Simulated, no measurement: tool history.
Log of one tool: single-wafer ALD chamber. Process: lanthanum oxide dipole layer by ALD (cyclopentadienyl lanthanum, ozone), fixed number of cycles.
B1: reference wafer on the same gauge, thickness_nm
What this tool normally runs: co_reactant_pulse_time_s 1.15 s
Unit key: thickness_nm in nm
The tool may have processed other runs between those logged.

run 1 hour=0.0 | co_reactant_pulse_time_s=1.15 | B1=0.523 | thickness_nm=0.556
run 2 hour=30.1 | co_reactant_pulse_time_s=1.15 | B1=0.524 | thickness_nm=0.558
run 3 hour=44.7 | co_reactant_pulse_time_s=1.15 | B1=0.523 | thickness_nm=0.560
run 4 hour=75.8 | co_reactant_pulse_time_s=1.15 | B1=0.524 | thickness_nm=0.563
run 5 hour=118.7 | co_reactant_pulse_time_s=1.15 | B1=0.525 | thickness_nm=0.560
run 6 hour=140.5 | co_reactant_pulse_time_s=0.96 | B1=0.525 | thickness_nm=0.531
run 7 hour=154.4 | co_reactant_pulse_time_s=0.96 | B1=0.526 | thickness_nm=0.530
-- hour=229.1 ozone generator serviced
-- hour=233.1 gauge calibrated
run 8 hour=246.6 | co_reactant_pulse_time_s=1.32 | B1=0.515 | thickness_nm=0.573
run 9 hour=282.1 | co_reactant_pulse_time_s=1.32 | B1=0.517 | thickness_nm=0.568
run 10 hour=306.1 | co_reactant_pulse_time_s=1.32 | B1=0.518 | thickness_nm=0.570
run 11 hour=320.3 | co_reactant_pulse_time_s=1.37 | B1=0.517 | thickness_nm=0.579
run 12 hour=337.2 | co_reactant_pulse_time_s=1.15 | B1=0.518 | thickness_nm=0.554
-- hour=354.2 showerhead replaced
run 13 hour=360.5 | co_reactant_pulse_time_s=1.58 | B1=0.519 | thickness_nm=0.591
run 14 hour=389.5 | co_reactant_pulse_time_s=0.97 | B1=0.518 | thickness_nm=0.521
run 15 hour=421.1 | co_reactant_pulse_time_s=1.50 | B1=0.519 | thickness_nm=0.584
run 16 hour=438.2 | co_reactant_pulse_time_s=0.80 | B1=0.520 | thickness_nm=0.488
-- hour=466.7 thermocouple changed; heater temperature recalibrated
run 17 hour=467.2 | co_reactant_pulse_time_s=1.15 | B1=0.521 | thickness_nm=0.556
run 18 hour=536.7 | co_reactant_pulse_time_s=0.82 | B1=0.522 | thickness_nm=0.495
run 19 hour=551.5 | co_reactant_pulse_time_s=1.32 | B1=0.521 | thickness_nm=0.570
run 20 hour=586.8 | co_reactant_pulse_time_s=1.36 | B1=0.523 | thickness_nm=0.580
run 21 hour=613.1 | co_reactant_pulse_time_s=1.50 | B1=0.524 | thickness_nm=0.591

List, for all runs, the conditions of the tool that the log does not record:
wafer temperature above the value expected at the setpoint (K): 0 across all the runs
ozone dose above that of a generator just serviced (%): 0 across all the runs
H1: gauge reads high (%)
run=1 H1=1.2
run=2 H1=1.33
run=3 H1=1.38
run=4 H1=1.51
run=5 H1=1.68
run=6 H1=1.77
run=7 H1=1.82
run=8 H1=0.0159
run=9 H1=0.158
run=10 H1=0.254
run=11 H1=0.311
run=12 H1=0.378
run=13 H1=0.471
run=14 H1=0.587
run=15 H1=0.714
run=16 H1=0.782
run=17 H1=0.898
run=18 H1=1.18
run=19 H1=1.24
run=20 H1=1.38
run=21 H1=1.48
